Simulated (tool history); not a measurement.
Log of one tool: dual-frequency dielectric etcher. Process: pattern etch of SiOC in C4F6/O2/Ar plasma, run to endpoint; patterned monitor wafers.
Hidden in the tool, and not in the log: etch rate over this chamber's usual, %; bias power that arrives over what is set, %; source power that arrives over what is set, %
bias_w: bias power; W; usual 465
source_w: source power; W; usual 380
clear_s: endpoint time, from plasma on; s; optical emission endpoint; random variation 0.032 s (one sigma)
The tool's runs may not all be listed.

| run | hour | bias_w | source_w | wafers since the last listed run | hours since the last wet clean | hours since the last bias power generator calibration | hours since the last source power generator calibration | hours since the last upper electrode change | incoming incoming film thickness, nm | clear_s |
|---|---|---|---|---|---|---|---|---|---|---|
| 1 | 0.0 | 465 | 380 | 0 | 21.5 | 996.2 | 1717.1 | 3271.0 | 29.98 | 9.8 |
| 2 | 47.2 | 465 | 380 | 581 | 68.7 | 1043.4 | 1764.3 | 3318.2 | 30.04 | 9.8 |
| 3 | 87.3 | 430 | 430 | 493 | 108.8 | 1083.5 | 1804.4 | 3358.3 | 29.80 | 9.6 |
| 4 | 114.1 | 465 | 380 | 330 | 135.6 | 1110.3 | 1831.2 | 3385.1 | 30.02 | 9.8 |
| 5 | 146.5 | 465 | 380 | 398 | 168.0 | 1142.7 | 1863.6 | 3417.5 | 30.08 | 9.8 |
| 6 | 204.9 | 465 | 380 | 719 | 226.4 | 1201.1 | 1922.0 | 3475.9 | 30.12 | 9.9 |
| 7 | 274.2 | 465 | 380 | 853 | 295.7 | 1270.4 | 1991.3 | 3545.2 | 29.91 | 9.9 |
| 8 | 342.8 | 465 | 380 | 844 | 364.3 | 1339.0 | 2059.9 | 3613.8 | 30.03 | 9.9 |
| 9 | 380.1 | 465 | 380 | 459 | 401.6 | 1376.3 | 2097.2 | 3651.1 | 30.21 | 10.0 |
| 10 | 412.7 | 465 | 380 | 401 | 434.2 | 1408.9 | 2129.8 | 3683.7 | 29.73 | 9.8 |
| 11 | 462.4 | 417 | 380 | 612 | 483.9 | 1458.6 | 2179.5 | 3733.4 | 29.86 | 10.3 |
|  | 494.1 | wet clean of the chamber |
| 12 | 507.2 | 417 | 380 | 256 | 13.1 | 1503.4 | 2224.3 | 3778.2 | 29.87 | 10.2 |
| 13 | 539.4 | 465 | 380 | 396 | 45.3 | 1535.6 | 2256.5 | 3810.4 | 30.05 | 9.8 |
| 14 | 609.7 | 395 | 280 | 865 | 115.6 | 1605.9 | 2326.8 | 3880.7 | 30.23 | 11.9 |
| 15 | 646.3 | 500 | 310 | 450 | 152.2 | 1642.5 | 2363.4 | 3917.3 | 29.98 | 10.3 |
| 16 | 693.8 | 465 | 340 | 584 | 199.7 | 1690.0 | 2410.9 | 3964.8 | 29.83 | 10.2 |
|  | 762.1 | bias power generator calibrated |
|  | 844.4 | upper electrode replaced |
| 17 | 900.1 | 414 | 470 | 2195 | 406.0 | 138.0 | 2617.2 | 55.7 | 29.81 | 9.7 |
|  | 948.4 | source power generator calibrated |
|  | 979.6 | wet clean of the chamber |
| 18 | 980.1 | 465 | 380 | 640 | 0.5 | 218.0 | 31.7 | 135.7 | 29.86 | 9.9 |
| 19 | 1027.2 | 465 | 420 | 580 | 47.6 | 265.1 | 78.8 | 182.8 | 30.10 | 9.6 |
| 20 | 1052.2 | 521 | 420 | 307 | 72.6 | 290.1 | 103.8 | 207.8 | 29.87 | 9.2 |
| 21 | 1120.7 | 423 | 420 | 843 | 141.1 | 358.6 | 172.3 | 276.3 | 30.07 | 10.0 |
| 22 | 1175.4 | 465 | 410 | 673 | 195.8 | 413.3 | 227.0 | 331.0 | 29.86 | 9.6 |
| 23 | 1216.0 | 551 | 380 | 499 | 236.4 | 453.9 | 267.6 | 371.6 | 29.86 | 9.3 |
| 24 | 1260.3 | 502 | 430 | 545 | 280.7 | 498.2 | 311.9 | 415.9 | 29.97 | 9.3 |

3 ways to go on from here, each from the tool as it stands after run 24. What would each give?
| A | 1260.7 | 465 | 300 | 4 | 281.1 | 498.6 | 312.3 | 416.3 | 29.31 | ? |
| B | 1260.7 | 415 | 460 | 4 | 281.1 | 498.6 | 312.3 | 416.3 | 29.31 | ? |
| C | 1260.7 | 569 | 300 | 4 | 281.1 | 498.6 | 312.3 | 416.3 | 29.31 | ? |

| run | clear_s |
|---|---|
| A | 10.7 |
| B | 9.5 |
| C | 9.8 |
Without the tool's hidden state the same runs would have given:
| run | clear_s |
|---|---|
| A | 10.7 |
| B | 9.5 |
| C | 9.9 |
